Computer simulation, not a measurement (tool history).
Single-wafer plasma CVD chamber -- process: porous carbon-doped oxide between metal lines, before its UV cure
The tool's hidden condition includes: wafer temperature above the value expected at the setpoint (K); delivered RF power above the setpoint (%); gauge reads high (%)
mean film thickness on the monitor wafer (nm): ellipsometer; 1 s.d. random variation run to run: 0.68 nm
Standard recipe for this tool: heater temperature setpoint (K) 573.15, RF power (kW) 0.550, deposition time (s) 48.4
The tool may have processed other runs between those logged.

run   hour  heater temperature setpoint (K)  RF power (kW)  deposition time (s)  wafers since the last listed run  hours since the last thermocouple change  hours since the last RF generator calibration  hours since the showerhead was replaced  hours since the gauge calibration  read-back reference wafer on the same gauge, thickness_nm  mean film thickness on the monitor wafer (nm)
  1    0.0                           580.15          0.550                 48.4                                 0                                    1122.0                                         1718.2                                   7299.3                               71.2                                                    289.102                                        235.664
  2    8.6                           573.15          0.550                 48.4                                87                                    1130.6                                         1726.8                                   7307.9                               79.8                                                    288.516                                        246.659
  3   26.5                           573.15          0.500                 52.6                               181                                    1148.5                                         1744.7                                   7325.8                               97.7                                                    288.988                                        245.271
  4   36.2                           573.15          0.550                 48.4                                98                                    1158.2                                         1754.4                                   7335.5                              107.4                                                    288.814                                        245.496
  5   43.3                           573.15          0.550                 48.4                                72                                    1165.3                                         1761.5                                   7342.6                              114.5                                                    289.247                                        246.166
  6   57.9                           573.15          0.550                 48.4                               148                                    1179.9                                         1776.1                                   7357.2                              129.1                                                    289.093                                        245.091
  7   74.5                           573.15          0.550                 48.4                               168                                    1196.5                                         1792.7                                   7373.8                              145.7                                                    288.931                                        245.628
  8   85.3                           573.15          0.550                 48.4                               109                                    1207.3                                         1803.5                                   7384.6                              156.5                                                    288.937                                        243.887
  9   94.7                           573.15          0.550                 48.4                                95                                    1216.7                                         1812.9                                   7394.0                              165.9                                                    289.027                                        245.096
 10  102.5                           573.15          0.550                 48.4                                79                                    1224.5                                         1820.7                                   7401.8                              173.7                                                    288.894                                        245.171
 11  112.8                           573.15          0.550                 48.4                               104                                    1234.8                                         1831.0                                   7412.1                              184.0                                                    288.960                                        243.989
     113.8  -- gauge calibrated
 12  128.0                           573.15          0.600                 48.4                               154                                    1250.0                                         1846.2                                   7427.3                               14.2                                                    288.559                                        262.010
     139.1  -- RF generator calibrated
     148.2  -- showerhead replaced
 13  148.7                           573.15          0.550                 48.4                                47                                    1270.7                                            9.6                                      0.5                               34.9                                                    288.884                                        258.681
 14  153.8                           573.15          0.550                 48.4                                51                                    1275.8                                           14.7                                      5.6                               40.0                                                    288.875                                        258.380
 15  168.1                           573.15          0.550                 48.4                               145                                    1290.1                                           29.0                                     19.9                               54.3                                                    289.351                                        258.675
 16  185.4                           573.15          0.620                 42.5                               175                                    1307.4                                           46.3                                     37.2                               71.6                                                    289.183                                        250.044
 17  193.0                           573.15          0.550                 48.4                                77                                    1315.0                                           53.9                                     44.8                               79.2                                                    288.994                                        257.818
 18  208.5                           562.15          0.550                 48.4                               157                                    1330.5                                           69.4                                     60.3                               94.7                                                    289.074                                        277.421
 19  217.7                           573.15          0.595                 48.4                                93                                    1339.7                                           78.6                                     69.5                              103.9                                                    288.908                                        276.766
 20  226.2                           585.15          0.520                 45.5                                86                                    1348.2                                           87.1                                     78.0                              112.4                                                    288.754                                        215.845
     256.3  -- thermocouple changed; heater temperature recalibrated
 21  256.8                           565.15          0.550                 56.3                               229                                       0.5                                          117.7                                    108.6                              143.0                                                    289.064                                        315.179
 22  265.9                           573.15          0.550                 45.7                                92                                       9.6                                          126.8                                    117.7                              152.1                                                    288.964                                        244.159
 23  283.5                           563.15          0.480                 58.0                               178                                      27.2                                          144.4                                    135.3                              169.7                                                    288.857                                        293.860
 24  299.3                           564.15          0.585                 45.8                               160                                      43.0                                          160.2                                    151.1                              185.5                                                    289.177                                        271.867
     301.4  -- gauge calibrated
 25  308.9                           583.15          0.550                 44.2                                97                                      52.6                                          169.8                                    160.7                                7.5                                                    289.070                                        223.185
 26  316.7                           563.15          0.580                 53.4                                79                                      60.4                                          177.6                                    168.5                               15.3                                                    289.235                                        315.350

Run 27 comes next. What will it give?
 27  326.8                           573.15          0.550                 48.4                               102                                      70.5                                          187.7                                    178.6                               25.4                                                          ?                                              ?

read-back reference wafer on the same gauge, thickness_nm: 289.069
mean film thickness on the monitor wafer (nm): 258.730
Were there no unlogged condition in the tool, this run, its random variation unchanged, would have produced mean film thickness on the monitor wafer (nm) 260.488.

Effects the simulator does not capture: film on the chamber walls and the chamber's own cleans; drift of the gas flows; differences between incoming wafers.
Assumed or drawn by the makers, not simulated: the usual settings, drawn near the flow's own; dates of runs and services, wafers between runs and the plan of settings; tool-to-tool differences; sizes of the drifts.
